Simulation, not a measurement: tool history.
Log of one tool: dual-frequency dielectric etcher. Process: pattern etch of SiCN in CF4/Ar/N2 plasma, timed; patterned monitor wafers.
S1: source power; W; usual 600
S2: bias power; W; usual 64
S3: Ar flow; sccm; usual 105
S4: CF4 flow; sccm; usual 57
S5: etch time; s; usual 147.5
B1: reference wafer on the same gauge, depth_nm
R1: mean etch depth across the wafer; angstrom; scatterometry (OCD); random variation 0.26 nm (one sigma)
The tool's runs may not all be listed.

{"run": 1, "hour": 0.0, "S1": 600, "S2": 64, "S3": 105, "S4": 57, "S5": 147.5, "B1": 168, "R1": 1701}
{"run": 2, "hour": 7.6, "S1": 600, "S2": 64, "S3": 105, "S4": 57, "S5": 147.5, "B1": 168, "R1": 1695}
{"run": 3, "hour": 18.3, "S1": 600, "S2": 64, "S3": 105, "S4": 57, "S5": 147.5, "B1": 168.1, "R1": 1701}
{"run": 4, "hour": 34.4, "S1": 600, "S2": 64, "S3": 122, "S4": 57, "S5": 147.5, "B1": 168, "R1": 1648}
{"hour": 42.9, "done": "CF4 flow controller replaced"}
{"run": 5, "hour": 43.4, "S1": 600, "S2": 64, "S3": 122, "S4": 57, "S5": 147.5, "B1": 168, "R1": 1648}
{"run": 6, "hour": 51.0, "S1": 600, "S2": 64, "S3": 122, "S4": 57, "S5": 147.5, "B1": 168.1, "R1": 1652}
{"hour": 58.1, "done": "gauge calibrated"}
{"run": 7, "hour": 59.0, "S1": 600, "S2": 64, "S3": 105, "S4": 57, "S5": 147.5, "B1": 168.1, "R1": 1695}
{"run": 8, "hour": 73.7, "S1": 600, "S2": 64, "S3": 105, "S4": 57, "S5": 147.5, "B1": 168, "R1": 1694}
{"hour": 109.1, "done": "wet clean of the chamber"}
{"run": 9, "hour": 109.6, "S1": 600, "S2": 64, "S3": 105, "S4": 57, "S5": 147.5, "B1": 168, "R1": 1731}
{"run": 10, "hour": 110.0, "S1": 600, "S2": 64, "S3": 91, "S4": 57, "S5": 147.5, "B1": 168, "R1": 1776}
{"run": 11, "hour": 118.2, "S1": 600, "S2": 64, "S3": 105, "S4": 66, "S5": 120, "B1": 168, "R1": 1444}
{"run": 12, "hour": 135.8, "S1": 720, "S2": 64, "S3": 105, "S4": 69, "S5": 147.5, "B1": 167.9, "R1": 2054}
{"hour": 149.4, "done": "source power generator calibrated"}
{"hour": 151.9, "done": "bias power generator calibrated"}
{"hour": 162.7, "done": "upper electrode replaced"}
{"run": 13, "hour": 163.2, "S1": 540, "S2": 64, "S3": 105, "S4": 67, "S5": 147.5, "B1": 168, "R1": 1646}
{"run": 14, "hour": 163.5, "S1": 600, "S2": 71, "S3": 105, "S4": 57, "S5": 147.5, "B1": 168, "R1": 1803}
{"run": 15, "hour": 176.5, "S1": 600, "S2": 64, "S3": 105, "S4": 57, "S5": 147.5, "B1": 168, "R1": 1726}
{"hour": 188.1, "done": "Ar flow controller replaced"}
{"run": 16, "hour": 188.6, "S1": 600, "S2": 69, "S3": 105, "S4": 57, "S5": 147.5, "B1": 167.9, "R1": 1784}
{"run": 17, "hour": 193.9, "S1": 600, "S2": 64, "S3": 105, "S4": 57, "S5": 147.5, "B1": 167.9, "R1": 1725}
{"run": 18, "hour": 201.1, "S1": 600, "S2": 64, "S3": 129, "S4": 48, "S5": 147.5, "B1": 168, "R1": 1609}
{"run": 19, "hour": 216.8, "S1": 600, "S2": 64, "S3": 105, "S4": 63, "S5": 147.5, "B1": 168, "R1": 1754}
{"hour": 243.4, "done": "gauge calibrated"}
{"run": 20, "hour": 261.3, "S1": 600, "S2": 52, "S3": 124, "S4": 57, "S5": 177.5, "B1": 167.9, "R1": 1850}

The tool's hidden state at each run:
source power that arrives over what is set, %: 0 in every run
bias power that arrives over what is set, %: 0 in every run
Ar flow that arrives over what is set, %: 0 in every run
CF4 flow that arrives over what is set, %: 0 in every run
gauge reads high (%): 0 in every run
H1: etch rate over this chamber's usual, %
run=1 H1=-1.76
run=2 H1=-1.78
run=3 H1=-1.82
run=4 H1=-1.87
run=5 H1=-1.9
run=6 H1=-1.92
run=7 H1=-1.95
run=8 H1=-2
run=9 H1=0.0866
run=10 H1=0.0853
run=11 H1=0.0586
run=12 H1=0.00121
run=13 H1=-0.0881
run=14 H1=-0.0891
run=15 H1=-0.131
run=16 H1=-0.171
run=17 H1=-0.188
run=18 H1=-0.212
run=19 H1=-0.263
run=20 H1=-0.408

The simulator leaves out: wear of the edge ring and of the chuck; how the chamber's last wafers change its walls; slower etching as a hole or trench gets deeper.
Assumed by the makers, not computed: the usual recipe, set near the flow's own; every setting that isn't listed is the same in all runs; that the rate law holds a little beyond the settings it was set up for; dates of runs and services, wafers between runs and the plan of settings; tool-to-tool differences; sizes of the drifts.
